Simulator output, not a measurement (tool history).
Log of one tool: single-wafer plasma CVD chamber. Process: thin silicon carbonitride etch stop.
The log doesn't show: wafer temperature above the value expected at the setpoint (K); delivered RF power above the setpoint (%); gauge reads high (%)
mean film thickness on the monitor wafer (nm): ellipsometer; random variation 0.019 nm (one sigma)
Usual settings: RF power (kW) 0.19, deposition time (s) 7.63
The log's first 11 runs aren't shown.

| run | hour | RF power (kW) | deposition time (s) | wafers since the last listed run | hours since the last thermocouple change | hours since the last RF generator calibration | hours since the showerhead was replaced | hours since the gauge calibration | read-back reference wafer on the same gauge, thickness_nm | mean film thickness on the monitor wafer (nm) |
|---|---|---|---|---|---|---|---|---|---|---|
| 12 | 276.6 | 0.19 | 7.63 | 964 | 1218.6 | 816.3 | 3201.5 | 618.9 | 4.615 | 3.975 |
| 13 | 306.1 | 0.19 | 6.44 | 1046 | 1248.1 | 845.8 | 3231 | 648.4 | 4.601 | 3.364 |
|  | 342.9 | thermocouple changed; heater temperature recalibrated |
|  | 375.6 | RF generator calibrated |
|  | 381.5 | showerhead replaced |
| 14 | 398.7 | 0.175 | 8.29 | 2509 | 55.8 | 23.1 | 17.2 | 741 | 4.576 | 4.247 |
|  | 400.8 | gauge calibrated |
| 15 | 414.2 | 0.175 | 8.29 | 549 | 71.3 | 38.6 | 32.7 | 13.4 | 4.666 | 4.313 |
| 16 | 445.6 | 0.19 | 7.63 | 1113 | 102.7 | 70 | 64.1 | 44.8 | 4.669 | 4.027 |
| 17 | 475.6 | 0.215 | 7.63 | 1064 | 132.7 | 100 | 94.1 | 74.8 | 4.669 | 4.175 |
| 18 | 496.3 | 0.155 | 6.18 | 734 | 153.4 | 120.7 | 114.8 | 95.5 | 4.663 | 3.147 |
| 19 | 528.8 | 0.19 | 7.63 | 1152 | 185.9 | 153.2 | 147.3 | 128 | 4.659 | 4.017 |
| 20 | 557.5 | 0.18 | 7.63 | 1018 | 214.6 | 181.9 | 176 | 156.7 | 4.663 | 3.965 |
| 21 | 569.6 | 0.19 | 7.63 | 429 | 226.7 | 194 | 188.1 | 168.8 | 4.667 | 4.009 |
| 22 | 585.6 | 0.16 | 8.31 | 567 | 242.7 | 210 | 204.1 | 184.8 | 4.662 | 4.208 |
| 23 | 614.3 | 0.19 | 8.87 | 1018 | 271.4 | 238.7 | 232.8 | 213.5 | 4.657 | 4.689 |
| 24 | 633.2 | 0.17 | 7.63 | 670 | 290.3 | 257.6 | 251.7 | 232.4 | 4.652 | 3.925 |
| 25 | 668.1 | 0.19 | 8.98 | 1238 | 325.2 | 292.5 | 286.6 | 267.3 | 4.65 | 4.718 |
| 26 | 690.7 | 0.215 | 8.11 | 801 | 347.8 | 315.1 | 309.2 | 289.9 | 4.646 | 4.346 |
| 27 | 712.9 | 0.19 | 6.39 | 787 | 370 | 337.3 | 331.4 | 312.1 | 4.643 | 3.329 |
| 28 | 746.2 | 0.21 | 7.63 | 1181 | 403.3 | 370.6 | 364.7 | 345.4 | 4.637 | 4.083 |
| 29 | 773.6 | 0.18 | 6.89 | 971 | 430.7 | 398 | 392.1 | 372.8 | 4.63 | 3.567 |
| 30 | 789.1 | 0.19 | 7.63 | 549 | 446.2 | 413.5 | 407.6 | 388.3 | 4.627 | 3.972 |
| 31 | 819.9 | 0.175 | 7.63 | 1092 | 477 | 444.3 | 438.4 | 419.1 | 4.627 | 3.892 |
| 32 | 844.7 | 0.19 | 7.63 | 879 | 501.8 | 469.1 | 463.2 | 443.9 | 4.616 | 3.981 |
| 33 | 878 | 0.19 | 6.46 | 1181 | 535.1 | 502.4 | 496.5 | 477.2 | 4.612 | 3.356 |
| 34 | 895.9 | 0.2 | 7.63 | 634 | 553 | 520.3 | 514.4 | 495.1 | 4.61 | 4.016 |

3 ways to go on from here, each from the tool as it stands after run 34. What would each give?
| A | 896.3 | 0.19 | 7.63 | 14 | 553.4 | 520.7 | 514.8 | 495.5 | ? | ? |
| B | 896.3 | 0.225 | 6.15 | 14 | 553.4 | 520.7 | 514.8 | 495.5 | ? | ? |
| C | 896.3 | 0.16 | 6.33 | 14 | 553.4 | 520.7 | 514.8 | 495.5 | ? | ? |

| run | read-back reference wafer on the same gauge, thickness_nm | mean film thickness on the monitor wafer (nm) |
|---|---|---|
| A | 4.614 | 3.991 |
| B | 4.614 | 3.338 |
| C | 4.614 | 3.196 |
Without the tool's hidden state the same runs would have given:
| run | mean film thickness on the monitor wafer (nm) |
|---|---|
| A | 4.06 |
| B | 3.395 |
| C | 3.251 |
